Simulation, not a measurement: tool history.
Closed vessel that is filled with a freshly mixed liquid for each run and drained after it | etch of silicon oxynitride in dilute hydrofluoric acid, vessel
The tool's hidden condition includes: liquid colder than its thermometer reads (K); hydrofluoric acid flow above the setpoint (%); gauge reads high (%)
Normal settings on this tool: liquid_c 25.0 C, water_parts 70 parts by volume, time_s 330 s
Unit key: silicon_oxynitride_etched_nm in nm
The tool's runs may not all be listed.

run     day  liquid_c  water_parts  time_s  wafers since the last listed run  hours since the thermometer was replaced  hours since the hydrofluoric acid flow meter was replaced  hours since the gauge calibration  read-back film thickness of the silicon oxynitride reference wafer, read on the same gauge (nm)  silicon_oxynitride_etched_nm
  1   0.000      25.0           70     445                                 0                                    1399.8                                                      426.5                              370.8                                                                                            90.00                         11.05
  2   1.308      25.0           70     445                              2820                                    1431.2                                                      457.9                              402.2                                                                                            89.97                         11.23
  3   2.788      25.0           70     445                              3188                                    1466.7                                                      493.4                              437.7                                                                                            89.99                         11.13
  4   4.029      25.0           70     270                              2676                                    1496.5                                                      523.2                              467.5                                                                                            89.98                          6.76
  5   4.738      25.0           70     330                              1526                                    1513.5                                                      540.2                              484.5                                                                                            90.01                          8.27
  6   6.100      25.0           70     280                              2937                                    1546.2                                                      572.9                              517.2                                                                                            90.01                          7.02
  7   7.538      25.0           70     330                              3098                                    1580.7                                                      607.4                              551.7                                                                                            90.03                          8.48
  8   8.996      25.0           70     330                              3143                                    1615.7                                                      642.4                              586.7                                                                                            89.99                          8.37
      9.004  -- gauge calibrated
  9   9.517      21.5           70     330                              1122                                    1628.2                                                      654.9                               12.3                                                                                            90.00                          7.02
     11.271  -- hydrofluoric acid flow meter replaced
     12.704  -- thermometer replaced
 10  13.008      25.0           85     330                              7347                                       7.3                                                       41.7                               96.1                                                                                            89.97                          7.32
 11  14.433      21.5           70     445                              3071                                      41.5                                                       75.9                              130.3                                                                                            89.99                         10.22
     14.850  -- hydrofluoric acid flow meter replaced, repeated, since the last time left the tool worse
 12  15.754      25.0           45     275                              2757                                      73.2                                                       21.7                              162.0                                                                                            90.02                         10.21
 13  16.308      23.0           55     405                              1194                                      86.5                                                       35.0                              175.3                                                                                            89.97                         11.31
 14  17.154      25.0           70     330                              1823                                     106.8                                                       55.3                              195.6                                                                                            89.99                          7.77
 15  18.054      28.5           50     200                              1940                                     128.4                                                       76.9                              217.2                                                                                            89.99                          8.10
 16  18.754      26.5           90     330                              1509                                     145.2                                                       93.7                              234.0                                                                                            90.01                          6.38
 17  19.562      25.0           85     330                              1742                                     164.6                                                      113.1                              253.4                                                                                            90.01                          6.45

Give the tool's hidden conditions for every run:
liquid colder than its thermometer reads (K): 0 across all the runs
gauge reads high (%): 0 across all the runs
H1: hydrofluoric acid flow above the setpoint (%)
run    H1
  1  5.74
  2  6.11
  3  6.52
  4  6.87
  5  7.06
  6  7.45
  7  7.85
  8  8.25
  9   8.4
 10  15.1
 11  15.5
 12  1.01
 13  1.16
 14   1.4
 15  1.65
 16  1.85
 17  2.07
